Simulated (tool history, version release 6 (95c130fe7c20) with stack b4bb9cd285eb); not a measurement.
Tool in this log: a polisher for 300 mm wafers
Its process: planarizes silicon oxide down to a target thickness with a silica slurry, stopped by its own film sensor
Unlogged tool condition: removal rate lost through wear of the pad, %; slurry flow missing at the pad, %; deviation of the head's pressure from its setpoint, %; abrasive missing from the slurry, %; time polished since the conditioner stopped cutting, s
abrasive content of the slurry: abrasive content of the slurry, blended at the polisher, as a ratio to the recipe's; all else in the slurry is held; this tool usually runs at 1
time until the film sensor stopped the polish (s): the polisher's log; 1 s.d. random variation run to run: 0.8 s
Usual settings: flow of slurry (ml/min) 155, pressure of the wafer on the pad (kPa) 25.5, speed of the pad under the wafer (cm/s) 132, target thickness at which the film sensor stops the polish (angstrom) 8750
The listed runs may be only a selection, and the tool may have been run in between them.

run,hour,flow of slurry (ml/min),pressure of the wafer on the pad (kPa),speed of the pad under the wafer (cm/s),abrasive content of the slurry,target thickness at which the film sensor stops the polish (angstrom),wafers since the last listed run,wafers polished on this pad,hours since the slurry nozzle was cleaned,hours since the head pressure was calibrated,hours since the slurry blender was calibrated,hours since the conditioning disc was replaced,"incoming thickness of the incoming film, nm",time until the film sensor stopped the polish (s)
1,0,155,25.5,132,1,8750,0,555,541.5,593.8,159,192.1,1108.7,63.8
# hour 60: slurry nozzle cleaned
2,80.2,155,25.5,132,1,8750,548,1103,20.2,674,239.2,272.3,1123.7,68.7
3,141.1,155,25.5,132,0.8,8750,421,1524,81.1,734.9,300.1,333.2,1110.3,70.8
# hour 193: conditioning disc replaced and pad reconditioned
4,207,155,25.5,132,0.8,8750,442,1967,147,800.8,366,14,1110.6,72.4
# hour 225.3: slurry blender recalibrated
5,260.6,155,25.5,132,0.8,8750,357,2324,200.6,854.4,35.3,67.6,1111.9,71.6
# hour 300.3: worn pad replaced by a new one
6,351.4,155,25.5,132,1,9040,600,353,291.4,945.2,126.1,158.4,1113,52
7,404.8,155,25.5,132,1,9040,369,722,344.8,998.6,179.5,211.8,1112.3,53.2
8,474.7,155,25.5,132,1,8750,483,1206,414.7,1068.5,249.4,281.7,1126,68.4
# hour 495.3: head pressure recalibrated
9,533.9,155,25.5,132,1,8750,395,1602,473.9,38.6,308.6,340.9,1127.7,76.5
# hour 582.3: conditioning disc replaced and pad reconditioned
# hour 612.8: slurry blender recalibrated
10,624.8,155,25.5,132,1,8750,601,2203,564.8,129.5,12,42.5,1112.3,73.1
# hour 650.6: slurry nozzle cleaned
11,690.3,155,31.7,132,1.25,8750,446,2650,39.7,195,77.5,108,1089.8,47.3
# hour 714.3: worn pad replaced by a new one
12,792.3,155,25.5,176,1.2,9030,678,539,141.7,297,179.5,210,1127.5,50.9
13,991.6,155,25.5,132,1,8750,1379,1919,341,496.3,378.8,409.3,1109.1,68.8
14,1027.7,125,22.1,146,1,8750,249,2168,377.1,532.4,414.9,445.4,1103.3,73.7
# hour 1079.9: conditioning disc replaced and pad reconditioned
# hour 1111.8: slurry blender recalibrated
15,1123.1,155,25.5,132,1,8750,632,2801,472.5,627.8,11.3,43.2,1119.1,69.5
# hour 1177.7: worn pad replaced by a new one
# hour 1330.6: slurry nozzle cleaned
16,1371.9,155,25.5,132,1,8750,1687,1337,41.3,876.6,260.1,292,1105.9,64.6
17,1464.4,155,25.5,132,1,9290,640,1977,133.8,969.1,352.6,384.5,1110,50.6
# hour 1481.7: conditioning disc replaced and pad reconditioned
18,1553.9,105,30.3,108,0.8,8750,605,2582,223.3,1058.6,442.1,72.2,1109.4,71.5
# hour 1561: slurry blender recalibrated
19,1593.8,190,25.5,132,1,9150,262,2845,263.2,1098.5,32.8,112.1,1109.3,52.6
# hour 1654.6: worn pad replaced by a new one
20,1688.3,155,20.7,132,1,9480,626,233,357.7,1193,127.3,206.6,1113.4,49.6
# hour 1709.4: head pressure recalibrated
21,1757,155,25.5,88,1,7960,461,694,426.4,47.6,196,275.3,1107.9,109.3
22,1854.5,120,21.4,118,1,9290,674,1369,523.9,145.1,293.5,372.8,1124.8,77.2
23,1917.5,155,20,132,1.15,9170,435,1805,586.9,208.1,356.5,435.8,1096.7,64.4
# hour 1927: slurry nozzle cleaned
# hour 1942: conditioning disc replaced and pad reconditioned
24,1960.7,155,22.8,164,1,9430,278,2083,33.7,251.3,399.7,18.7,1126.4,54.7

What if the next run were any one of these 5? Each begins from the tool's condition after run 24:
A,1961.1,155,25.5,132,1,8750,2,2086,34.1,251.7,400.1,19.1,1104.7,?
B,1961.1,205,25.5,132,1,8750,2,2086,34.1,251.7,400.1,19.1,1104.7,?
C,1961.1,155,25.5,106,1.1,8750,2,2086,34.1,251.7,400.1,19.1,1104.7,?
D,1961.1,155,25.5,132,1,8230,2,2086,34.1,251.7,400.1,19.1,1104.7,?
E,1961.1,180,25.5,150,1,9100,2,2086,34.1,251.7,400.1,19.1,1104.7,?

run,time until the film sensor stopped the polish (s)
A,69.2
B,66.2
C,74.7
D,84.9
E,53.5
With no hidden state in the tool, these same runs would have given:
run,time until the film sensor stopped the polish (s)
A,61.4
B,58.8
C,66.3
D,75.3
E,47.4

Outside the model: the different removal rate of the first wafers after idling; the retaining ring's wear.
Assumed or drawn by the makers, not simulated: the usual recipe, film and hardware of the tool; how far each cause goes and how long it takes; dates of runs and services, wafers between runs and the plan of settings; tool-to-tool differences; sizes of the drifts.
